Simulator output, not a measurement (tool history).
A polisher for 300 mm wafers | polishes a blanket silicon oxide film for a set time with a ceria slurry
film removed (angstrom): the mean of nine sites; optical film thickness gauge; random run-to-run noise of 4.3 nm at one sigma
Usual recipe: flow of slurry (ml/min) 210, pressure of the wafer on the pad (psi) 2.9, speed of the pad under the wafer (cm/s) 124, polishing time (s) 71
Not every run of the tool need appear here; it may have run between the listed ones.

run,day,flow of slurry (ml/min),pressure of the wafer on the pad (psi),speed of the pad under the wafer (cm/s),polishing time (s),"incoming thickness of the incoming film, nm",film removed (angstrom)
1,0,210,2.6,124,71,1651.6,2432
2,1.442,210,2.9,124,71,1688.9,2659
3,2.183,210,2.9,124,71,1645.1,2730
# day 2.9: worn pad replaced by a new one
4,2.921,210,2.9,124,71,1635.4,2935
5,3.571,210,2.9,124,71,1677.2,2913
6,5.054,210,2.9,124,71,1690.3,2883
7,7.733,210,2.9,124,54,1659.7,2123
8,8.917,210,2.9,124,54,1663.3,2047
# day 9.238: worn pad replaced by a new one
9,9.475,210,2.9,124,71,1643.4,2925
10,10.296,210,2.9,124,71,1633.8,2848
11,11.267,210,2.9,124,71,1678.8,2903
12,12.208,210,2.9,124,71,1655.8,2870
13,13.242,280,2.9,96,71,1660.7,2208
14,14.167,210,2.9,90,71,1672.3,1998
# day 14.8: head pressure recalibrated
15,14.821,210,2.9,124,48,1677.2,1808
16,15.858,255,2.9,124,65,1627.6,2473
# day 16.962: worn pad replaced by a new one
17,16.983,255,2.9,124,65,1658.5,2774
# day 17.933: slurry nozzle cleaned
18,18.329,210,2.9,108,71,1655.8,2518
19,19.429,280,2.9,124,71,1662.5,2972
20,20.633,240,2.9,124,83,1668.4,3364
21,22.896,210,2.9,124,71,1664.4,2679
# day 23.517: worn pad replaced by a new one
22,23.833,140,2.9,124,71,1652,2662

Here are 4 independent what-if runs from the current tool condition. What would each one return?
A,23.854,210,2.9,166,71,1662.3,?
B,23.854,190,2.9,164,71,1662.3,?
C,23.854,210,3.5,124,71,1662.3,?
D,23.854,165,3.7,124,71,1662.3,?

run,film removed (angstrom)
A,3916
B,3812
C,3530
D,3591
Without the tool's unlogged condition, the same runs would have read:
run,film removed (angstrom)
A,3943
B,3839
C,3555
D,3616
